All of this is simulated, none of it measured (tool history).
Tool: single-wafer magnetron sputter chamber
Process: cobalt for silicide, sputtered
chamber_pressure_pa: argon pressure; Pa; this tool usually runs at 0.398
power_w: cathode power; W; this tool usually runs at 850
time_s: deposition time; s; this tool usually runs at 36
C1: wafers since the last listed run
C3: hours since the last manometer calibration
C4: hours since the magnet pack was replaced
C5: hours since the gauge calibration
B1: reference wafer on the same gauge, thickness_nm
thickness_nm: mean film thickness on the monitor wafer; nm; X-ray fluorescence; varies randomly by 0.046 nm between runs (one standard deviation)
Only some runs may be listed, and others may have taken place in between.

run 1 hour=0 | chamber_pressure_pa=0.398 power_w=850 time_s=36 | C1=0 wafers_on_the_sputter_target=7313 C3=1578.5 C4=9228.3 C5=829 | B1=16.391 | thickness_nm=14.92
-- hour=107.8 sputter target and shields replaced
run 2 hour=108.3 | chamber_pressure_pa=0.398 power_w=850 time_s=36 | C1=2407 wafers_on_the_sputter_target=11 C3=1686.8 C4=9336.6 C5=937.3 | B1=16.384 | thickness_nm=14.869
run 3 hour=165.7 | chamber_pressure_pa=0.398 power_w=850 time_s=36 | C1=1377 wafers_on_the_sputter_target=1389 C3=1744.2 C4=9394 C5=994.7 | B1=16.384 | thickness_nm=14.85
run 4 hour=438.4 | chamber_pressure_pa=0.398 power_w=850 time_s=36 | C1=6545 wafers_on_the_sputter_target=7935 C3=2016.9 C4=9666.7 C5=1267.4 | B1=16.36 | thickness_nm=14.8
-- hour=456.8 sputter target and shields replaced
run 5 hour=534.9 | chamber_pressure_pa=0.398 power_w=850 time_s=36 | C1=2124 wafers_on_the_sputter_target=1873 C3=2113.4 C4=9763.2 C5=1363.9 | B1=16.359 | thickness_nm=14.946
run 6 hour=581.7 | chamber_pressure_pa=0.398 power_w=850 time_s=36 | C1=1123 wafers_on_the_sputter_target=2997 C3=2160.2 C4=9810 C5=1410.7 | B1=16.363 | thickness_nm=14.837
run 7 hour=683.4 | chamber_pressure_pa=0.398 power_w=850 time_s=36 | C1=2441 wafers_on_the_sputter_target=5438 C3=2261.9 C4=9911.7 C5=1512.4 | B1=16.343 | thickness_nm=14.912
-- hour=756.4 gauge calibrated
run 8 hour=769.7 | chamber_pressure_pa=0.398 power_w=850 time_s=36 | C1=2071 wafers_on_the_sputter_target=7509 C3=2348.2 C4=9998 C5=13.3 | B1=16.561 | thickness_nm=15.061
-- hour=813.2 sputter target and shields replaced
run 9 hour=865.6 | chamber_pressure_pa=0.398 power_w=850 time_s=36 | C1=2109 wafers_on_the_sputter_target=1258 C3=2444.1 C4=10093.9 C5=109.2 | B1=16.524 | thickness_nm=15.131
run 10 hour=963.7 | chamber_pressure_pa=0.398 power_w=850 time_s=36 | C1=2354 wafers_on_the_sputter_target=3613 C3=2542.2 C4=10192 C5=207.3 | B1=16.495 | thickness_nm=15.008
run 11 hour=1027.3 | chamber_pressure_pa=0.398 power_w=850 time_s=36 | C1=1526 wafers_on_the_sputter_target=5139 C3=2605.8 C4=10255.6 C5=270.9 | B1=16.467 | thickness_nm=14.958
run 12 hour=1096.5 | chamber_pressure_pa=0.523 power_w=850 time_s=30.1 | C1=1661 wafers_on_the_sputter_target=6801 C3=2675 C4=10324.8 C5=340.1 | B1=16.453 | thickness_nm=11.963
-- hour=1150.4 sputter target and shields replaced
-- hour=1170.6 magnet pack replaced
run 13 hour=1193.9 | chamber_pressure_pa=0.398 power_w=850 time_s=36 | C1=1953 wafers_on_the_sputter_target=851 C3=2772.4 C4=23.3 C5=437.5 | B1=16.43 | thickness_nm=15.024
run 14 hour=1293.8 | chamber_pressure_pa=0.398 power_w=850 time_s=36 | C1=2397 wafers_on_the_sputter_target=3249 C3=2872.3 C4=123.2 C5=537.4 | B1=16.404 | thickness_nm=14.909
-- hour=1359.5 capacitance manometer re-zeroed and calibrated
run 15 hour=1367.1 | chamber_pressure_pa=0.316 power_w=1050 time_s=42.5 | C1=1567 wafers_on_the_sputter_target=4817 C3=7.6 C4=196.5 C5=610.7 | B1=16.39 | thickness_nm=20.654
run 16 hour=1465.9 | chamber_pressure_pa=0.326 power_w=750 time_s=30.8 | C1=2371 wafers_on_the_sputter_target=7188 C3=106.4 C4=295.3 C5=709.5 | B1=16.377 | thickness_nm=12.035
-- hour=1482.1 sputter target and shields replaced
run 17 hour=1537 | chamber_pressure_pa=0.278 power_w=850 time_s=41.5 | C1=1514 wafers_on_the_sputter_target=1318 C3=177.5 C4=366.4 C5=780.6 | B1=16.368 | thickness_nm=17.74
run 18 hour=1633.3 | chamber_pressure_pa=0.398 power_w=850 time_s=36 | C1=2311 wafers_on_the_sputter_target=3629 C3=273.8 C4=462.7 C5=876.9 | B1=16.354 | thickness_nm=14.878
run 19 hour=1738.6 | chamber_pressure_pa=0.263 power_w=950 time_s=42.1 | C1=2527 wafers_on_the_sputter_target=6157 C3=379.1 C4=568 C5=982.2 | B1=16.351 | thickness_nm=19.37
run 20 hour=1780.3 | chamber_pressure_pa=0.295 power_w=850 time_s=36 | C1=1000 wafers_on_the_sputter_target=7158 C3=420.8 C4=609.7 C5=1023.9 | B1=16.333 | thickness_nm=15.277
run 21 hour=1842.7 | chamber_pressure_pa=0.547 power_w=850 time_s=42.2 | C1=1497 wafers_on_the_sputter_target=8655 C3=483.2 C4=672.1 C5=1086.3 | B1=16.329 | thickness_nm=16.497
-- hour=1873.4 sputter target and shields replaced
run 22 hour=1914.9 | chamber_pressure_pa=0.398 power_w=850 time_s=36 | C1=1541 wafers_on_the_sputter_target=994 C3=555.4 C4=744.3 C5=1158.5 | B1=16.328 | thickness_nm=14.868

Below are 3 alternative next runs, each starting from the tool's condition after run 22. Predict each:
run A hour=1915.3 | chamber_pressure_pa=0.398 power_w=850 time_s=39.2 | C1=9 wafers_on_the_sputter_target=1004 C3=555.8 C4=744.7 C5=1158.9 | B1=? | thickness_nm=?
run B hour=1915.3 | chamber_pressure_pa=0.398 power_w=950 time_s=32.8 | C1=9 wafers_on_the_sputter_target=1004 C3=555.8 C4=744.7 C5=1158.9 | B1=? | thickness_nm=?
run C hour=1915.3 | chamber_pressure_pa=0.398 power_w=750 time_s=36 | C1=9 wafers_on_the_sputter_target=1004 C3=555.8 C4=744.7 C5=1158.9 | B1=? | thickness_nm=?

run=A B1=16.339 thickness_nm=16.177
run=B B1=16.339 thickness_nm=14.506
run=C B1=16.339 thickness_nm=13.792
Had the tool no hidden state, the same runs would have come out as:
run=A thickness_nm=16.45
run=B thickness_nm=14.75
run=C thickness_nm=14.025

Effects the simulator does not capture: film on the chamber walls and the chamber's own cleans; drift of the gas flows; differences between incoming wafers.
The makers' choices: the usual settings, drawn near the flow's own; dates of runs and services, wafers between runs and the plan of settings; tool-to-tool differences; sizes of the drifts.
